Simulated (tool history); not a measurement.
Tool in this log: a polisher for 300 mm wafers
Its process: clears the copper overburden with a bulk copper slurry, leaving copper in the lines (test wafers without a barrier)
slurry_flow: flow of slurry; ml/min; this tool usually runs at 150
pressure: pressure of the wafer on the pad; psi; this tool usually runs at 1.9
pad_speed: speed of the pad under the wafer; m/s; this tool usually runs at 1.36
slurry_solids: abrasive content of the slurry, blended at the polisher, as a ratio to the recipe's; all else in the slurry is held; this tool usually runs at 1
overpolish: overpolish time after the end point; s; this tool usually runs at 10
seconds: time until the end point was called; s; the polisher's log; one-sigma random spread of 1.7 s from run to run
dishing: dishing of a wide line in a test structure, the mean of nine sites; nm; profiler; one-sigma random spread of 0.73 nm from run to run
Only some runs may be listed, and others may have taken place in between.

| run | hour | slurry_flow | pressure | pad_speed | slurry_solids | overpolish | wafers since the last listed run | wafers polished on this pad | hours since the slurry nozzle was cleaned | hours since the head pressure was calibrated | hours since the slurry blender was calibrated | incoming thickness of the incoming film, nm | seconds | dishing |
|---|---|---|---|---|---|---|---|---|---|---|---|---|---|---|
| 1 | 0 | 150 | 2.3 | 1.36 | 1 | 10 | 0 | 439 | 199.9 | 363.2 | 120 | 1264.2 | 135.2 | 42.4 |
| 2 | 62 | 150 | 2.3 | 1.36 | 1 | 10 | 468 | 907 | 261.9 | 425.2 | 182 | 1256.3 | 133.6 | 42 |
| 3 | 130.9 | 150 | 1.9 | 1.36 | 1 | 10 | 520 | 1427 | 330.8 | 494.1 | 250.9 | 1248.5 | 159.4 | 37.2 |
|  | 171.5 | slurry nozzle cleaned |
| 4 | 179.1 | 150 | 1.9 | 1.36 | 1 | 10 | 356 | 1783 | 7.6 | 542.3 | 299.1 | 1279.7 | 164.3 | 37.4 |
| 5 | 265.7 | 150 | 1.9 | 1.36 | 1 | 10 | 653 | 2437 | 94.2 | 628.9 | 385.7 | 1262.7 | 164.3 | 36.7 |
|  | 269.4 | slurry blender recalibrated |
|  | 277.2 | worn pad replaced by a new one |
| 6 | 305.4 | 150 | 1.9 | 1.36 | 1 | 10 | 254 | 212 | 133.9 | 668.6 | 36 | 1267.6 | 154.7 | 39.3 |
| 7 | 409.1 | 150 | 1.9 | 1.36 | 1 | 10 | 782 | 995 | 237.6 | 772.3 | 139.7 | 1264.2 | 154.6 | 38.9 |
| 8 | 470.4 | 150 | 1.9 | 1.36 | 1 | 10 | 462 | 1458 | 298.9 | 833.6 | 201 | 1251.2 | 154.9 | 40 |
| 9 | 512.4 | 110 | 1.9 | 1.36 | 1 | 10 | 317 | 1775 | 340.9 | 875.6 | 243 | 1253 | 167.4 | 36.5 |
|  | 582.1 | worn pad replaced by a new one |
|  | 582.6 | slurry nozzle cleaned |
| 10 | 597 | 110 | 1.9 | 1.36 | 1 | 10 | 604 | 108 | 14.4 | 960.2 | 327.6 | 1278.1 | 171.6 | 35.9 |
|  | 618.4 | head pressure recalibrated |
|  | 654.5 | slurry blender recalibrated |
| 11 | 674.8 | 150 | 1.9 | 1.36 | 0.9 | 10 | 557 | 665 | 92.2 | 56.4 | 20.3 | 1268 | 163.7 | 37.4 |
| 12 | 752.6 | 150 | 1.9 | 1.36 | 0.9 | 10 | 587 | 1252 | 170 | 134.2 | 98.1 | 1254.7 | 162.7 | 39 |
| 13 | 800.6 | 150 | 1.9 | 1.36 | 0.9 | 10 | 362 | 1615 | 218 | 182.2 | 146.1 | 1263.1 | 164.3 | 38.2 |
| 14 | 875.6 | 150 | 1.9 | 1.36 | 1 | 10 | 566 | 2181 | 293 | 257.2 | 221.1 | 1258.9 | 161.6 | 37.4 |
| 15 | 952.1 | 150 | 1.6 | 1.08 | 0.9 | 10 | 577 | 2759 | 369.5 | 333.7 | 297.6 | 1250.8 | 245.2 | 28.7 |
|  | 959.1 | worn pad replaced by a new one |
|  | 983.3 | slurry blender recalibrated |
|  | 986.2 | slurry nozzle cleaned |
| 16 | 1048.1 | 150 | 1.5 | 1.36 | 1 | 10 | 671 | 649 | 61.9 | 429.7 | 64.8 | 1269.8 | 195.7 | 33.7 |
| 17 | 1091.4 | 150 | 1.9 | 1.36 | 1 | 10 | 326 | 976 | 105.2 | 473 | 108.1 | 1255.2 | 153.1 | 39.1 |
| 18 | 1127.5 | 180 | 2.1 | 1.36 | 0.85 | 10 | 272 | 1248 | 141.3 | 509.1 | 144.2 | 1249.7 | 139.9 | 41.1 |
| 19 | 1194.6 | 150 | 1.9 | 1.36 | 1 | 10 | 506 | 1755 | 208.4 | 576.2 | 211.3 | 1241.7 | 157.9 | 39.8 |
| 20 | 1265.2 | 150 | 1.9 | 1.36 | 1 | 10 | 532 | 2288 | 279 | 646.8 | 281.9 | 1271.4 | 158.9 | 38.9 |
|  | 1295.6 | slurry blender recalibrated |
| 21 | 1332.5 | 150 | 1.9 | 1.78 | 1.2 | 16 | 492 | 2781 | 346.3 | 714.1 | 36.9 | 1244.3 | 108.6 | 50.5 |
|  | 1342.9 | worn pad replaced by a new one |
|  | 1356.8 | slurry nozzle cleaned |
| 22 | 1394.5 | 125 | 1.9 | 1.36 | 1.1 | 10 | 430 | 382 | 37.7 | 776.1 | 98.9 | 1263.8 | 154.9 | 40.2 |
| 23 | 1460.6 | 150 | 1.9 | 1.36 | 1 | 12 | 499 | 881 | 103.8 | 842.2 | 165 | 1287 | 157.6 | 43.6 |
| 24 | 1544.5 | 195 | 1.9 | 1.18 | 1 | 10 | 633 | 1514 | 187.7 | 926.1 | 248.9 | 1272.8 | 175.1 | 37.5 |
| 25 | 1628 | 150 | 2.2 | 0.88 | 1.3 | 12 | 630 | 2144 | 271.2 | 1009.6 | 332.4 | 1263.5 | 203.9 | 37.3 |
|  | 1663.8 | slurry blender recalibrated |
|  | 1692 | worn pad replaced by a new one |
| 26 | 1717.9 | 150 | 1.9 | 1.36 | 1 | 10 | 633 | 195 | 361.1 | 1099.5 | 54.1 | 1271 | 146.4 | 39.2 |

Run-by-run hidden state of the tool:
removal rate lost through wear of the pad, %: 0, the same for each run
slurry flow missing at the pad, %: 0, the same for each run
H1: deviation of the head's pressure from its setpoint, %
H2: abrasive missing from the slurry, %
| run | H1 | H2 |
|---|---|---|
| 1 | 1.7 | 14.3 |
| 2 | 2.35 | 20.7 |
| 3 | 3.07 | 27.7 |
| 4 | 3.58 | 32.6 |
| 5 | 4.48 | 41.4 |
| 6 | 4.9 | 7.96 |
| 7 | 5.99 | 18.5 |
| 8 | 6.63 | 24.8 |
| 9 | 7.07 | 29 |
| 10 | 7.96 | 37.7 |
| 11 | 0.554 | 5.18 |
| 12 | 1.37 | 13.1 |
| 13 | 1.87 | 18 |
| 14 | 2.66 | 25.6 |
| 15 | 3.46 | 33.4 |
| 16 | 4.47 | 8.06 |
| 17 | 4.92 | 12.5 |
| 18 | 5.3 | 16.1 |
| 19 | 6 | 23 |
| 20 | 6.74 | 30.2 |
| 21 | 7.45 | 10.1 |
| 22 | 8.1 | 16.4 |
| 23 | 8.79 | 23.2 |
| 24 | 9.67 | 31.7 |
| 25 | 10.5 | 40.2 |
| 26 | 11.5 | 11.5 |

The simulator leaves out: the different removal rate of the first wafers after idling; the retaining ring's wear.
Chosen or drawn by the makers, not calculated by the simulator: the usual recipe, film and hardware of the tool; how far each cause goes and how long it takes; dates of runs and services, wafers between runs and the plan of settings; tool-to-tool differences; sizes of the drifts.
